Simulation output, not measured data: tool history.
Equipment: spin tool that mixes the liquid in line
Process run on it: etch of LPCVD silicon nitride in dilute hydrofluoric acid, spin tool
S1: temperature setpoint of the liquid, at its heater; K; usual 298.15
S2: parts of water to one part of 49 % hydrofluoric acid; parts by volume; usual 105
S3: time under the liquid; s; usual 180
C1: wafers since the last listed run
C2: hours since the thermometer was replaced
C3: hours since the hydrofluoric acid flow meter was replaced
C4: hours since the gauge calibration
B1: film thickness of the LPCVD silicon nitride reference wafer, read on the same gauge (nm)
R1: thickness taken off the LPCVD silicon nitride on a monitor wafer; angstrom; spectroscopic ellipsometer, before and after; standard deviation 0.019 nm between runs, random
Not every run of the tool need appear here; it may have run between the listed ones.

Run 1, hour 0: usual settings; C1 0; C2 814.2; C3 621.9; C4 171; B1 79.991. Result: R1 9.2 angstrom.
Run 2, hour 6.3: usual settings; C1 41; C2 820.5; C3 628.2; C4 177.3; B1 80.024. Result: R1 9.04 angstrom.
Run 3, hour 23.8: usual settings; C1 115; C2 838; C3 645.7; C4 194.8; B1 79.994. Result: R1 9.14 angstrom.
Run 4, hour 33.5: usual settings but S2 70 parts by volume; C1 64; C2 847.7; C3 655.4; C4 204.5; B1 80.002. Result: R1 13.25 angstrom.
Run 5, hour 41.3: usual settings but S2 115 parts by volume; C1 51; C2 855.5; C3 663.2; C4 212.3; B1 79.965. Result: R1 8.16 angstrom.
Run 6, hour 59.1: usual settings; C1 117; C2 873.3; C3 681; C4 230.1; B1 80.002. Result: R1 9.24 angstrom.
Run 7, hour 72.1: usual settings but S1 300.15 K; C1 86; C2 886.3; C3 694; C4 243.1; B1 80.01. Result: R1 10.48 angstrom.
Run 8, hour 78.5: usual settings but S1 300.15 K; C1 42; C2 892.7; C3 700.4; C4 249.5; B1 79.991. Result: R1 10.33 angstrom.
Run 9, hour 87.8: usual settings but S1 300.15 K; C1 61; C2 902; C3 709.7; C4 258.8; B1 79.998. Result: R1 10.17 angstrom.
Run 10, hour 104.8: usual settings but S1 294.65 K, S3 265 s; C1 112; C2 919; C3 726.7; C4 275.8; B1 80.019. Result: R1 10.55 angstrom.
At hour 108.8: thermometer replaced.
Run 11, hour 136.8: usual settings but S1 294.65 K, S3 265 s; C1 205; C2 28; C3 758.7; C4 307.8; B1 80.008. Result: R1 10.94 angstrom.
Run 12, hour 154.5: usual settings but S1 294.65 K, S3 265 s; C1 117; C2 45.7; C3 776.4; C4 325.5; B1 80.002. Result: R1 10.71 angstrom.
Run 13, hour 170.2: usual settings but S1 300.65 K, S2 70 parts by volume, S3 220 s; C1 104; C2 61.4; C3 792.1; C4 341.2; B1 79.995. Result: R1 19.08 angstrom.
At hour 178.8: hydrofluoric acid flow meter replaced.
Run 14, hour 186.7: usual settings; C1 102; C2 77.9; C3 7.9; C4 357.7; B1 79.989. Result: R1 9.25 angstrom.
Run 15, hour 195.2: usual settings but S3 90 s; C1 56; C2 86.4; C3 16.4; C4 366.2; B1 80.029. Result: R1 4.59 angstrom.
Run 16, hour 210.7: usual settings but S3 70 s; C1 102; C2 101.9; C3 31.9; C4 381.7; B1 79.999. Result: R1 3.51 angstrom.
At hour 217.5: gauge calibrated.
Run 17, hour 227.3: usual settings but S1 299.65 K, S2 145 parts by volume, S3 80 s; C1 109; C2 118.5; C3 48.5; C4 9.8; B1 79.98. Result: R1 3.2 angstrom.

Predict the results of run 18:
Run 18, hour 241.3: usual settings but S1 295.65 K; C1 92; C2 132.5; C3 62.5; C4 23.8; B1 ?. Result: R1 ?.

Run 18 came out at B1 80.017, R1 7.54 angstrom.
Had the tool carried no hidden state, the very same run would have given R1 7.54 angstrom.
